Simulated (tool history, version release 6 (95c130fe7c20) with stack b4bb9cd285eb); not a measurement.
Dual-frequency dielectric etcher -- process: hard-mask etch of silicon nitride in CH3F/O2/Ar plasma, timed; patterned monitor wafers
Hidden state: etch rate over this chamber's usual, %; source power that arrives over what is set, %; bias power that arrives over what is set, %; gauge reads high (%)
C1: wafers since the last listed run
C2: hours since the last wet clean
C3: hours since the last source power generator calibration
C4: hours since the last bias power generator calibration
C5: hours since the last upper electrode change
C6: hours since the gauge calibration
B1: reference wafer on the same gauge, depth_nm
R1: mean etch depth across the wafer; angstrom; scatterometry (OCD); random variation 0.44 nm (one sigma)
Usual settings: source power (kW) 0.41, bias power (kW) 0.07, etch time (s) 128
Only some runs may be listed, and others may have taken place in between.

Run 1, day 0: usual settings; C1 0; C2 391; C3 2555.6; C4 2065.1; C5 4989.2; C6 89.5; B1 82. Result: R1 794 angstrom.
At day 0.467: gauge calibrated.
Run 2, day 0.621: usual settings; C1 77; C2 405.9; C3 2570.5; C4 2080; C5 5004.1; C6 3.7; B1 82.1. Result: R1 794 angstrom.
Run 3, day 0.912: usual settings; C1 36; C2 412.9; C3 2577.5; C4 2087; C5 5011.1; C6 10.7; B1 82.1. Result: R1 800 angstrom.
Run 4, day 1.462: usual settings; C1 68; C2 426.1; C3 2590.7; C4 2100.2; C5 5024.3; C6 23.9; B1 82.1. Result: R1 793 angstrom.
Run 5, day 1.729: usual settings; C1 33; C2 432.5; C3 2597.1; C4 2106.6; C5 5030.7; C6 30.3; B1 82.1. Result: R1 794 angstrom.
At day 2.946: upper electrode replaced.
At day 3.508: source power generator calibrated.
At day 3.767: wet clean of the chamber.
Run 6, day 3.788: usual settings; C1 79; C2 0.5; C3 6.7; C4 2156; C5 20.2; C6 79.7; B1 82.1. Result: R1 847 angstrom.
Run 7, day 3.804: usual settings; C1 2; C2 0.9; C3 7.1; C4 2156.4; C5 20.6; C6 80.1; B1 82.1. Result: R1 840 angstrom.
Run 8, day 3.817: usual settings; C1 1; C2 1.2; C3 7.4; C4 2156.7; C5 20.9; C6 80.4; B1 82.1. Result: R1 841 angstrom.
Run 9, day 4.45: usual settings; C1 79; C2 16.4; C3 22.6; C4 2171.9; C5 36.1; C6 95.6; B1 82.1. Result: R1 835 angstrom.
At day 4.646: bias power generator calibrated.
At day 4.883: gauge calibrated.
Run 10, day 5.104: usual settings but source power (kW) 0.49, bias power (kW) 0.058, etch time (s) 95.5; C1 60; C2 32.1; C3 38.3; C4 11; C5 51.8; C6 5.3; B1 82.1. Result: R1 615 angstrom.
Run 11, day 5.483: usual settings but source power (kW) 0.47, bias power (kW) 0.081, etch time (s) 166; C1 47; C2 41.2; C3 47.4; C4 20.1; C5 60.9; C6 14.4; B1 82.1. Result: R1 1222 angstrom.
Run 12, day 5.792: usual settings but source power (kW) 0.31; C1 38; C2 48.6; C3 54.8; C4 27.5; C5 68.3; C6 21.8; B1 82.1. Result: R1 731 angstrom.
Run 13, day 6.392: usual settings but source power (kW) 0.37, bias power (kW) 0.065, etch time (s) 99.5; C1 74; C2 63; C3 69.2; C4 41.9; C5 82.7; C6 36.2; B1 82.1. Result: R1 595 angstrom.
Run 14, day 6.779: usual settings but source power (kW) 0.34, etch time (s) 93.5; C1 48; C2 72.3; C3 78.5; C4 51.2; C5 92; C6 45.5; B1 82.1. Result: R1 559 angstrom.
Run 15, day 7.067: usual settings but source power (kW) 0.49, bias power (kW) 0.052; C1 35; C2 79.2; C3 85.4; C4 58.1; C5 98.9; C6 52.4; B1 82.2. Result: R1 785 angstrom.
Run 16, day 7.604: usual settings; C1 67; C2 92.1; C3 98.3; C4 71; C5 111.8; C6 65.3; B1 82.1. Result: R1 826 angstrom.
Run 17, day 7.917: usual settings but source power (kW) 0.37, etch time (s) 111.5; C1 39; C2 99.6; C3 105.8; C4 78.5; C5 119.3; C6 72.8; B1 82. Result: R1 683 angstrom.
Run 18, day 8.225: usual settings; C1 38; C2 107; C3 113.2; C4 85.9; C5 126.7; C6 80.2; B1 82.2. Result: R1 821 angstrom.
Run 19, day 8.7: usual settings but source power (kW) 0.35, bias power (kW) 0.087, etch time (s) 144.5; C1 59; C2 118.4; C3 124.6; C4 97.3; C5 138.1; C6 91.6; B1 82. Result: R1 963 angstrom.

Selected run-to-run steps in R1, each split into two signed amounts: the part the tool would show with no hidden state at all (from settings, incoming material and random variation), and the remainder, which goes to the hidden state together with any gauge scatter not common to the measured and the hidden-state-free results:
Run 5 -> 6: upper electrode replaced, source power generator calibrated, wet clean of the chamber. R1 +53 angstrom: hidden state +44, all else +9.
Run 10 -> 11: source power (kW) 0.49 -> 0.47, bias power (kW) 0.058 -> 0.081, etch time (s) 95.5 -> 166. R1 +607 angstrom: hidden state -5, all else +612.

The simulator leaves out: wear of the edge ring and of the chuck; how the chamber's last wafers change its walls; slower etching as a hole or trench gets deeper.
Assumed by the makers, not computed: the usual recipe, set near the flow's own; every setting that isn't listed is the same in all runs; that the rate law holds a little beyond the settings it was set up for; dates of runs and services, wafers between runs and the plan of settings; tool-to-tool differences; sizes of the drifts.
